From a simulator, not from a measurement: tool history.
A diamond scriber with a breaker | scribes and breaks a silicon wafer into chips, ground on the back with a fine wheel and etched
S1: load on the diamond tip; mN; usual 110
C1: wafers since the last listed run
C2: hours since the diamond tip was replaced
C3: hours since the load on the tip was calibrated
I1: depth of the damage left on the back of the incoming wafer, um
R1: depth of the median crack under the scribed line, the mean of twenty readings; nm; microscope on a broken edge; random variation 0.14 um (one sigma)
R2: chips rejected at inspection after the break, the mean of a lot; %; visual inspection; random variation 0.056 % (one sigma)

run 1 hour=0.0 | S1=110 | C1=0 C2=305.2 C3=1110.8 | I1=0.66 | R1=6570 R2=3.19
run 2 hour=79.8 | S1=110 | C1=171 C2=385.0 C3=1190.6 | I1=0.66 | R1=6630 R2=3.98
run 3 hour=187.5 | S1=101 | C1=230 C2=492.7 C3=1298.3 | I1=0.44 | R1=6120 R2=7.95
run 4 hour=268.8 | S1=101 | C1=174 C2=574.0 C3=1379.6 | I1=0.44 | R1=5940 R2=6.63
run 5 hour=375.8 | S1=101 | C1=229 C2=681.0 C3=1486.6 | I1=0.57 | R1=6100 R2=8.47
-- hour=381.4 diamond tip replaced by a new one
run 6 hour=435.1 | S1=110 | C1=122 C2=53.7 C3=1545.9 | I1=0.72 | R1=7080 R2=1.25
run 7 hour=535.1 | S1=110 | C1=214 C2=153.7 C3=1645.9 | I1=0.77 | R1=6600 R2=2.30
-- hour=548.7 load on the tip recalibrated
run 8 hour=604.4 | S1=89 | C1=144 C2=223.0 C3=55.7 | I1=0.62 | R1=5910 R2=9.27
run 9 hour=654.0 | S1=137 | C1=106 C2=272.6 C3=105.3 | I1=0.64 | R1=7300 R2=0.81
run 10 hour=704.7 | S1=126 | C1=108 C2=323.3 C3=156.0 | I1=0.77 | R1=7100 R2=1.64
run 11 hour=897.5 | S1=81 | C1=413 C2=516.1 C3=348.8 | I1=0.41 | R1=5490 R2=17.39
run 12 hour=961.3 | S1=110 | C1=136 C2=579.9 C3=412.6 | I1=0.41 | R1=6530 R2=6.09
-- hour=1048.5 diamond tip replaced by a new one
run 13 hour=1054.7 | S1=88 | C1=195 C2=6.2 C3=506.0 | I1=0.65 | R1=6700 R2=3.79
run 14 hour=1132.4 | S1=136 | C1=166 C2=83.9 C3=583.7 | I1=0.63 | R1=7830 R2=1.59
run 15 hour=1184.9 | S1=110 | C1=112 C2=136.4 C3=636.2 | I1=0.56 | R1=6720 R2=2.03
run 16 hour=1287.0 | S1=84 | C1=218 C2=238.5 C3=738.3 | I1=0.66 | R1=5760 R2=11.27
run 17 hour=1389.2 | S1=134 | C1=219 C2=340.7 C3=840.5 | I1=0.74 | R1=7240 R2=0.93

Hidden state at the last listed run before each entry between runs and at the first one after, where it differs:
Between runs 5 and 6: diamond tip replaced by a new one (hour 381.4)
  share of the diamond tip's cutting effectiveness lost through wear, %: 19 -> 5.89
  measured less the result without the state, R1: -920 -> -290 nm; R2: +7.24 -> +0.40 %
Between runs 7 and 8: load on the tip recalibrated (hour 548.7)
  share of the diamond tip's cutting effectiveness lost through wear, %: 11.6 -> 14.2
  measured less the result without the state, R1: -560 -> -640 nm; R2: +1.50 -> +6.34 %
Between runs 12 and 13: diamond tip replaced by a new one (hour 1048.5)
  share of the diamond tip's cutting effectiveness lost through wear, %: 20.1 -> 1.74
  measured less the result without the state, R1: -1050 -> -80 nm; R2: +5.28 -> +0.56 %
